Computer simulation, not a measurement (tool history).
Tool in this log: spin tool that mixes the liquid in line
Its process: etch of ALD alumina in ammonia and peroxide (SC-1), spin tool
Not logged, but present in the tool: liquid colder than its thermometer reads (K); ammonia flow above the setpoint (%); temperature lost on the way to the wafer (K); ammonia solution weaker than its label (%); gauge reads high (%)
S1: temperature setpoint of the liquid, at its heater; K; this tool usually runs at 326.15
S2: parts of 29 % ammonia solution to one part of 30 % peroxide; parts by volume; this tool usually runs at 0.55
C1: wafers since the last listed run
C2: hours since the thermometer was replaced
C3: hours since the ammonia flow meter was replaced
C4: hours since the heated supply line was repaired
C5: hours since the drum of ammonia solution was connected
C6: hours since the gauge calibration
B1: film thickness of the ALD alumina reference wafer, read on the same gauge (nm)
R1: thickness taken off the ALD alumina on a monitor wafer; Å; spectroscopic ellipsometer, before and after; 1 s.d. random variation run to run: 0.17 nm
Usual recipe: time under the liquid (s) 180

run 1 hour=0 | S1=326.15 S2=0.55 time_under_the_liquid_(s)=180 | C1=0 C2=220.6 C3=1026.8 C4=2177 C5=298.6 C6=810.6 | B1=90 | R1=163.4
-- hour=3.6 new drum of ammonia solution connected
run 2 hour=35.1 | S1=326.15 S2=0.55 time_under_the_liquid_(s)=180 | C1=153 C2=255.7 C3=1061.9 C4=2212.1 C5=31.5 C6=845.7 | B1=90.01 | R1=163.4
run 3 hour=98.7 | S1=326.15 S2=0.55 time_under_the_liquid_(s)=180 | C1=286 C2=319.3 C3=1125.5 C4=2275.7 C5=95.1 C6=909.3 | B1=90 | R1=162.7
run 4 hour=126.9 | S1=326.15 S2=0.55 time_under_the_liquid_(s)=180 | C1=126 C2=347.5 C3=1153.7 C4=2303.9 C5=123.3 C6=937.5 | B1=89.99 | R1=164.3
run 5 hour=162.6 | S1=326.15 S2=0.55 time_under_the_liquid_(s)=180 | C1=160 C2=383.2 C3=1189.4 C4=2339.6 C5=159 C6=973.2 | B1=89.99 | R1=162.7
run 6 hour=202.4 | S1=326.15 S2=0.55 time_under_the_liquid_(s)=180 | C1=179 C2=423 C3=1229.2 C4=2379.4 C5=198.8 C6=1013 | B1=90.01 | R1=163.1
run 7 hour=243.1 | S1=326.15 S2=0.55 time_under_the_liquid_(s)=180 | C1=183 C2=463.7 C3=1269.9 C4=2420.1 C5=239.5 C6=1053.7 | B1=89.99 | R1=161
-- hour=264 new drum of ammonia solution connected
-- hour=274.8 heated supply line repaired
run 8 hour=279.2 | S1=326.15 S2=0.55 time_under_the_liquid_(s)=180 | C1=153 C2=499.8 C3=1306 C4=4.4 C5=15.2 C6=1089.8 | B1=89.99 | R1=199.1
-- hour=326.4 gauge calibrated
-- hour=333.4 thermometer replaced
run 9 hour=345.5 | S1=326.15 S2=0.75 time_under_the_liquid_(s)=180 | C1=293 C2=12.1 C3=1372.3 C4=70.7 C5=81.5 C6=19.1 | B1=90 | R1=202
run 10 hour=386 | S1=326.15 S2=0.75 time_under_the_liquid_(s)=180 | C1=182 C2=52.6 C3=1412.8 C4=111.2 C5=122 C6=59.6 | B1=90 | R1=198.7
run 11 hour=455.1 | S1=326.15 S2=0.75 time_under_the_liquid_(s)=180 | C1=310 C2=121.7 C3=1481.9 C4=180.3 C5=191.1 C6=128.7 | B1=89.99 | R1=204.1
run 12 hour=516.9 | S1=321.15 S2=0.75 time_under_the_liquid_(s)=290 | C1=278 C2=183.5 C3=1543.7 C4=242.1 C5=252.9 C6=190.5 | B1=90 | R1=243
run 13 hour=545.1 | S1=319.65 S2=0.55 time_under_the_liquid_(s)=75 | C1=126 C2=211.7 C3=1571.9 C4=270.3 C5=281.1 C6=218.7 | B1=90 | R1=55.8
-- hour=547 ammonia flow meter replaced
-- hour=552.7 new drum of ammonia solution connected
run 14 hour=574.6 | S1=326.15 S2=0.55 time_under_the_liquid_(s)=180 | C1=123 C2=241.2 C3=27.6 C4=299.8 C5=21.9 C6=248.2 | B1=90 | R1=193.1
run 15 hour=600 | S1=326.15 S2=0.55 time_under_the_liquid_(s)=135 | C1=114 C2=266.6 C3=53 C4=325.2 C5=47.3 C6=273.6 | B1=89.97 | R1=145.6
run 16 hour=658.9 | S1=323.15 S2=0.4 time_under_the_liquid_(s)=180 | C1=264 C2=325.5 C3=111.9 C4=384.1 C5=106.2 C6=332.5 | B1=90 | R1=157.5
run 17 hour=697.7 | S1=326.15 S2=0.4 time_under_the_liquid_(s)=100 | C1=174 C2=364.3 C3=150.7 C4=422.9 C5=145 C6=371.3 | B1=90 | R1=101.3
run 18 hour=739.6 | S1=326.15 S2=0.55 time_under_the_liquid_(s)=210 | C1=188 C2=406.2 C3=192.6 C4=464.8 C5=186.9 C6=413.2 | B1=90.02 | R1=223.2
run 19 hour=777.7 | S1=321.15 S2=0.55 time_under_the_liquid_(s)=180 | C1=171 C2=444.3 C3=230.7 C4=502.9 C5=225 C6=451.3 | B1=90.01 | R1=144.7
-- hour=801.8 new drum of ammonia solution connected
run 20 hour=814.8 | S1=326.15 S2=0.55 time_under_the_liquid_(s)=180 | C1=162 C2=481.4 C3=267.8 C4=540 C5=13 C6=488.4 | B1=89.99 | R1=190.6
run 21 hour=854.6 | S1=330.15 S2=0.55 time_under_the_liquid_(s)=180 | C1=179 C2=521.2 C3=307.6 C4=579.8 C5=52.8 C6=528.2 | B1=90.02 | R1=231.1
-- hour=921.1 thermometer replaced
run 22 hour=926 | S1=326.15 S2=0.55 time_under_the_liquid_(s)=180 | C1=316 C2=4.9 C3=379 C4=651.2 C5=124.2 C6=599.6 | B1=90 | R1=184.8
run 23 hour=965.1 | S1=321.65 S2=0.7 time_under_the_liquid_(s)=120 | C1=175 C2=44 C3=418.1 C4=690.3 C5=163.3 C6=638.7 | B1=90.02 | R1=100.4
run 24 hour=1026.7 | S1=321.15 S2=0.45 time_under_the_liquid_(s)=180 | C1=277 C2=105.6 C3=479.7 C4=751.9 C5=224.9 C6=700.3 | B1=89.99 | R1=138.1
run 25 hour=1094.1 | S1=332.15 S2=0.7 time_under_the_liquid_(s)=85 | C1=303 C2=173 C3=547.1 C4=819.3 C5=292.3 C6=767.7 | B1=89.99 | R1=121.7
-- hour=1098.5 new drum of ammonia solution connected
run 26 hour=1163.4 | S1=335.65 S2=0.25 time_under_the_liquid_(s)=180 | C1=307 C2=242.3 C3=616.4 C4=888.6 C5=64.9 C6=837 | B1=90.02 | R1=281

Here are 3 independent what-if runs from the current tool condition. What would each one return?
run A hour=1163.9 | S1=326.15 S2=0.55 time_under_the_liquid_(s)=180 | C1=2 C2=242.8 C3=616.9 C4=889.1 C5=65.4 C6=837.5 | B1=? | R1=?
run B hour=1163.9 | S1=326.15 S2=0.55 time_under_the_liquid_(s)=220 | C1=2 C2=242.8 C3=616.9 C4=889.1 C5=65.4 C6=837.5 | B1=? | R1=?
run C hour=1163.9 | S1=326.15 S2=0.3 time_under_the_liquid_(s)=180 | C1=2 C2=242.8 C3=616.9 C4=889.1 C5=65.4 C6=837.5 | B1=? | R1=?

run=A B1=90.02 R1=184.4
run=B B1=90.02 R1=225.3
run=C B1=90.02 R1=174.1
Without the tool's hidden state the same runs would have given:
run=A R1=200.5
run=B R1=245.1
run=C R1=189.3

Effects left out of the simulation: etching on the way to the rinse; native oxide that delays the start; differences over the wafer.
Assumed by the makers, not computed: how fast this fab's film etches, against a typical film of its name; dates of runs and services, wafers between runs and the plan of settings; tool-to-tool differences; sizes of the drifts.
